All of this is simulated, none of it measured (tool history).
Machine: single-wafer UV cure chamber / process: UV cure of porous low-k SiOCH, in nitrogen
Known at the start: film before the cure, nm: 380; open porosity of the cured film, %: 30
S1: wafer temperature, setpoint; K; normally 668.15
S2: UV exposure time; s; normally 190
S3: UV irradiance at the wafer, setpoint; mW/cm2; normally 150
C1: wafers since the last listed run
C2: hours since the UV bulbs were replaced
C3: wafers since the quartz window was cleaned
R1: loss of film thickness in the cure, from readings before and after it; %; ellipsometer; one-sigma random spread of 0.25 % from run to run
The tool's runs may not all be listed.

Run 1, hour 0.0: usual settings but S3 138 mW/cm2; C1 0; C2 1469.6; C3 642. Result: R1 15.332 %.
Run 2, hour 69.6: usual settings but S3 138 mW/cm2; C1 449; C2 1539.2; C3 1091. Result: R1 15.011 %.
Run 3, hour 95.2: usual settings but S3 138 mW/cm2; C1 165; C2 1564.8; C3 1257. Result: R1 14.392 %.
Run 4, hour 144.3: usual settings; C1 317; C2 1613.9; C3 1574. Result: R1 15.074 %.
Run 5, hour 190.7: usual settings; C1 299; C2 1660.3; C3 1873. Result: R1 14.692 %.
Run 6, hour 221.5: usual settings; C1 198; C2 1691.1; C3 2072. Result: R1 14.660 %.
Run 7, hour 246.0: usual settings; C1 158; C2 1715.6; C3 2231. Result: R1 14.930 %.
Run 8, hour 279.9: usual settings; C1 218; C2 1749.5; C3 2449. Result: R1 14.533 %.
Run 9, hour 311.3: usual settings but S1 659.15 K; C1 202; C2 1780.9; C3 2652. Result: R1 14.268 %.
Run 10, hour 345.4: usual settings; C1 220; C2 1815.0; C3 2872. Result: R1 14.829 %.
Run 11, hour 376.5: usual settings; C1 200; C2 1846.1; C3 3073. Result: R1 14.498 %.
Run 12, hour 403.9: usual settings but S1 649.15 K; C1 176; C2 1873.5; C3 3250. Result: R1 13.890 %.
Run 13, hour 464.3: usual settings but S1 658.15 K, S2 265 s, S3 131 mW/cm2; C1 390; C2 1933.9; C3 3640. Result: R1 15.263 %.
Run 14, hour 492.9: usual settings but S1 659.15 K, S2 155 s, S3 168 mW/cm2; C1 184; C2 1962.5; C3 3825. Result: R1 13.967 %.
Run 15, hour 562.0: usual settings but S1 679.15 K, S2 120 s; C1 446; C2 2031.6; C3 4271. Result: R1 12.023 %.
At hour 572.4: quartz window cleaned.
Run 16, hour 593.3: usual settings; C1 150; C2 2062.9; C3 135. Result: R1 15.819 %.
Run 17, hour 641.6: usual settings; C1 311; C2 2111.2; C3 447. Result: R1 15.664 %.
At hour 764.5: UV bulbs replaced.
Run 18, hour 809.7: usual settings but S1 661.15 K, S2 155 s, S3 139 mW/cm2; C1 1033; C2 45.2; C3 1481. Result: R1 13.630 %.
Run 19, hour 846.3: usual settings but S1 649.15 K, S2 300 s, S3 187 mW/cm2; C1 236; C2 81.8; C3 1717. Result: R1 18.244 %.
Run 20, hour 873.7: usual settings but S2 245 s; C1 176; C2 109.2; C3 1894. Result: R1 16.888 %.
Run 21, hour 933.1: usual settings; C1 383; C2 168.6; C3 2278. Result: R1 15.085 %.

Run 22 comes next. What will it give?
Run 22, hour 984.7: usual settings but S1 655.15 K, S3 131 mW/cm2; C1 333; C2 220.2; C3 2611. Result: R1 ?.

R1: 13.914 %
Had the tool carried no hidden state, the very same run would have given R1 14.970 %.

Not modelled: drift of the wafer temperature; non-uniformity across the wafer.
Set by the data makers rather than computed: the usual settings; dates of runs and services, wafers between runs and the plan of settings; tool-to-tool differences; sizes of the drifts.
